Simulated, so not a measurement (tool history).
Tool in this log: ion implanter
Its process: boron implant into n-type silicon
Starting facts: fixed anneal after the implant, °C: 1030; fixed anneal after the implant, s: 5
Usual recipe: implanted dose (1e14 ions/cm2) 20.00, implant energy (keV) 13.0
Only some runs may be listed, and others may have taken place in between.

| run | hour | implanted dose (1e14 ions/cm2) | implant energy (keV) | read-back reference wafer on the same gauge, sheet resistance | sheet resistance of the implanted and annealed layer (ohm/square) |
|---|---|---|---|---|---|
| 1 | 0.0 | 20.00 | 13.0 | 79.84 | 88.59 |
| 2 | 41.3 | 18.15 | 13.0 | 79.95 | 91.67 |
| 3 | 51.7 | 18.73 | 13.0 | 79.86 | 91.41 |
| 4 | 62.4 | 18.73 | 13.0 | 80.05 | 91.20 |
| 5 | 72.7 | 20.00 | 13.0 | 80.08 | 88.58 |
| 6 | 89.6 | 20.00 | 11.5 | 79.91 | 93.90 |
| 7 | 98.6 | 15.79 | 14.0 | 79.89 | 94.20 |
| 8 | 111.6 | 15.79 | 14.0 | 79.97 | 94.94 |
| 9 | 122.5 | 18.77 | 12.0 | 80.01 | 94.67 |
| 10 | 132.0 | 18.77 | 12.0 | 79.90 | 94.69 |
| 11 | 145.4 | 20.00 | 13.0 | 79.97 | 88.71 |
| 12 | 159.1 | 20.00 | 13.0 | 80.06 | 89.26 |
| 13 | 175.4 | 20.00 | 13.0 | 80.04 | 89.12 |
| 14 | 192.7 | 20.00 | 13.0 | 79.96 | 88.59 |
| 15 | 225.7 | 21.22 | 16.5 | 80.04 | 78.27 |
| 16 | 239.9 | 20.00 | 13.0 | 79.99 | 88.64 |
| 17 | 254.0 | 20.00 | 13.0 | 79.94 | 88.38 |
| 18 | 260.8 | 20.00 | 13.0 | 79.92 | 88.51 |
|  | 266.0 | gauge calibrated |
| 19 | 269.0 | 20.00 | 13.0 | 79.88 | 88.74 |
| 20 | 275.4 | 24.32 | 11.0 | 80.03 | 92.06 |
| 21 | 292.3 | 15.34 | 11.0 | 79.97 | 105.89 |
| 22 | 309.5 | 24.48 | 10.5 | 79.97 | 94.17 |
|  | 345.3 | extraction supply calibrated |
| 23 | 347.0 | 21.74 | 13.0 | 79.91 | 86.64 |
| 24 | 363.9 | 23.19 | 16.5 | 80.01 | 75.68 |
| 25 | 417.2 | 14.92 | 10.0 | 80.00 | 111.73 |
| 26 | 431.2 | 18.08 | 15.5 | 79.93 | 86.26 |
|  | 447.9 | Faraday cup replaced and dose calibrated |
| 27 | 448.4 | 15.79 | 14.0 | 80.13 | 95.33 |
| 28 | 456.6 | 20.00 | 10.5 | 79.96 | 99.38 |
| 29 | 466.4 | 18.11 | 14.5 | 79.90 | 88.02 |
| 30 | 482.7 | 17.72 | 13.0 | 80.07 | 92.44 |
| 31 | 524.2 | 21.98 | 8.5 | 79.92 | 108.81 |
| 32 | 541.0 | 15.79 | 14.0 | 80.10 | 94.53 |
| 33 | 556.2 | 23.25 | 17.0 | 80.05 | 74.70 |
| 34 | 565.9 | 23.39 | 15.0 | 80.01 | 78.80 |
| 35 | 578.7 | 20.00 | 16.0 | 79.98 | 81.04 |
| 36 | 590.0 | 23.11 | 11.5 | 79.86 | 90.29 |

Give the tool's hidden conditions for every run:
deviation of the true dose from the Faraday cup's reading, %: 0 at every run
deviation of the true energy from its setpoint, %: 0 at every run
gauge reads high (%): 0 at every run

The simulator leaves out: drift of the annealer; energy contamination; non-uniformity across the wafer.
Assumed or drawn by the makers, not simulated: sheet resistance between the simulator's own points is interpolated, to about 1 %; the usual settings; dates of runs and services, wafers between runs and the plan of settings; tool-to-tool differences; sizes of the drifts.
